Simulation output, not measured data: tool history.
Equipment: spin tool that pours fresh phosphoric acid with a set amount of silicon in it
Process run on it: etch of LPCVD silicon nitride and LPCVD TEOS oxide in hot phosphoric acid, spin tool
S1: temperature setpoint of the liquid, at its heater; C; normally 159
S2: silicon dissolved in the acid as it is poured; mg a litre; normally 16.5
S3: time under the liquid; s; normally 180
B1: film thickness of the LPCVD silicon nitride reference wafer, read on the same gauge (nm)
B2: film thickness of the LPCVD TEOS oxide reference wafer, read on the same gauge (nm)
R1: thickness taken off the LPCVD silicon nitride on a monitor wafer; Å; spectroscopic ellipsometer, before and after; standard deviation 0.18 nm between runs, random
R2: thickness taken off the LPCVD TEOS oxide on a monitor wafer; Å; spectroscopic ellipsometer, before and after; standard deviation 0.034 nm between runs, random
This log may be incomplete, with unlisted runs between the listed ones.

{"run": 1, "hour": 0.0, "S1": 159, "S2": 16.5, "S3": 180, "B1": 129.99, "B2": 50.011, "R1": 179.2, "R2": 4.27}
{"run": 2, "hour": 15.3, "S1": 159, "S2": 16.5, "S3": 180, "B1": 130.04, "B2": 49.98, "R1": 178.2, "R2": 4.47}
{"hour": 16.3, "done": "gauge calibrated"}
{"run": 3, "hour": 22.7, "S1": 159, "S2": 16.5, "S3": 180, "B1": 129.99, "B2": 49.981, "R1": 174.9, "R2": 4.42}
{"run": 4, "hour": 38.8, "S1": 159, "S2": 16.5, "S3": 180, "B1": 129.98, "B2": 50.039, "R1": 178.1, "R2": 3.86}
{"run": 5, "hour": 50.1, "S1": 159, "S2": 16.5, "S3": 180, "B1": 129.99, "B2": 50.002, "R1": 174.5, "R2": 4.6}
{"run": 6, "hour": 56.4, "S1": 159, "S2": 20, "S3": 275, "B1": 130.01, "B2": 50.001, "R1": 271.7, "R2": 5.64}
{"run": 7, "hour": 73.6, "S1": 159, "S2": 26, "S3": 115, "B1": 130.07, "B2": 50.066, "R1": 114.6, "R2": 2.03}
{"run": 8, "hour": 81.1, "S1": 159, "S2": 8, "S3": 180, "B1": 129.98, "B2": 50.012, "R1": 172.7, "R2": 4.97}
{"run": 9, "hour": 95.4, "S1": 161.5, "S2": 4, "S3": 275, "B1": 130.01, "B2": 50, "R1": 292.1, "R2": 11.41}
{"run": 10, "hour": 103.7, "S1": 159, "S2": 16.5, "S3": 230, "B1": 129.96, "B2": 50.034, "R1": 222.6, "R2": 5.64}
{"run": 11, "hour": 118.9, "S1": 159, "S2": 16.5, "S3": 180, "B1": 129.96, "B2": 50.03, "R1": 176.2, "R2": 4.25}
{"hour": 122.6, "done": "heated supply line repaired"}
{"run": 12, "hour": 133.3, "S1": 162, "S2": 6, "S3": 120, "B1": 130.02, "B2": 50.006, "R1": 129.3, "R2": 4.31}
{"run": 13, "hour": 173.0, "S1": 159, "S2": 13, "S3": 225, "B1": 129.98, "B2": 50.026, "R1": 222.6, "R2": 5.68}
{"hour": 189.1, "done": "thermometer replaced"}
{"run": 14, "hour": 208.6, "S1": 159, "S2": 7, "S3": 180, "B1": 130, "B2": 50, "R1": 182.7, "R2": 6.09}
{"run": 15, "hour": 224.7, "S1": 159, "S2": 16.5, "S3": 180, "B1": 129.95, "B2": 50.015, "R1": 187.1, "R2": 5.03}
{"run": 16, "hour": 234.8, "S1": 159, "S2": 16.5, "S3": 180, "B1": 130.04, "B2": 50.016, "R1": 186.5, "R2": 4.69}
{"run": 17, "hour": 247.3, "S1": 159, "S2": 16.5, "S3": 180, "B1": 130.03, "B2": 49.993, "R1": 183.3, "R2": 4.85}
{"run": 18, "hour": 253.7, "S1": 159, "S2": 16.5, "S3": 180, "B1": 129.99, "B2": 50.029, "R1": 187.3, "R2": 4.58}
{"run": 19, "hour": 265.8, "S1": 159, "S2": 28, "S3": 260, "B1": 129.96, "B2": 50.024, "R1": 264.4, "R2": 3.93}
{"run": 20, "hour": 278.8, "S1": 159, "S2": 16.5, "S3": 180, "B1": 129.99, "B2": 50.007, "R1": 185.4, "R2": 4.26}
{"run": 21, "hour": 288.8, "S1": 159, "S2": 16.5, "S3": 120, "B1": 130, "B2": 50.031, "R1": 122, "R2": 3.32}
{"run": 22, "hour": 303.5, "S1": 159, "S2": 25.5, "S3": 80, "B1": 129.96, "B2": 50.007, "R1": 81.6, "R2": 1.48}
{"run": 23, "hour": 310.2, "S1": 159, "S2": 16.5, "S3": 145, "B1": 129.97, "B2": 49.961, "R1": 146.6, "R2": 3.33}

Measured result minus the same run's result without the hidden state. Both carry the same run-to-run variation, though not necessarily the same gauge scatter:
What the log doesn't record here: liquid colder than its thermometer reads (K); dissolved silicon flow below the setpoint (%); temperature lost on the way to the wafer (K); gauge reads high (%).
run=1 R1=-9.2 R2=-0.5
run=2 R1=-9.6 R2=-0.55
run=3 R1=-9.5 R2=-0.55
run=4 R1=-10.2 R2=-0.5
run=5 R1=-10.1 R2=-0.61
run=6 R1=-16 R2=-0.76
run=7 R1=-7 R2=-0.28
run=8 R1=-10.7 R2=-0.71
run=9 R1=-18.4 R2=-1.65
run=10 R1=-14.5 R2=-0.84
run=11 R1=-11.8 R2=-0.66
run=12 R1=-8.8 R2=-0.67
run=13 R1=-16.6 R2=-0.97
run=14 R1=-1.7 R2=-0.13
run=15 R1=-2.1 R2=-0.12
run=16 R1=-2.4 R2=-0.13
run=17 R1=-2.6 R2=-0.15
run=18 R1=-2.8 R2=-0.15
run=19 R1=-4.3 R2=-0.14
run=20 R1=-3.3 R2=-0.17
run=21 R1=-2.4 R2=-0.14
run=22 R1=-1.7 R2=-0.07
run=23 R1=-3.2 R2=-0.16

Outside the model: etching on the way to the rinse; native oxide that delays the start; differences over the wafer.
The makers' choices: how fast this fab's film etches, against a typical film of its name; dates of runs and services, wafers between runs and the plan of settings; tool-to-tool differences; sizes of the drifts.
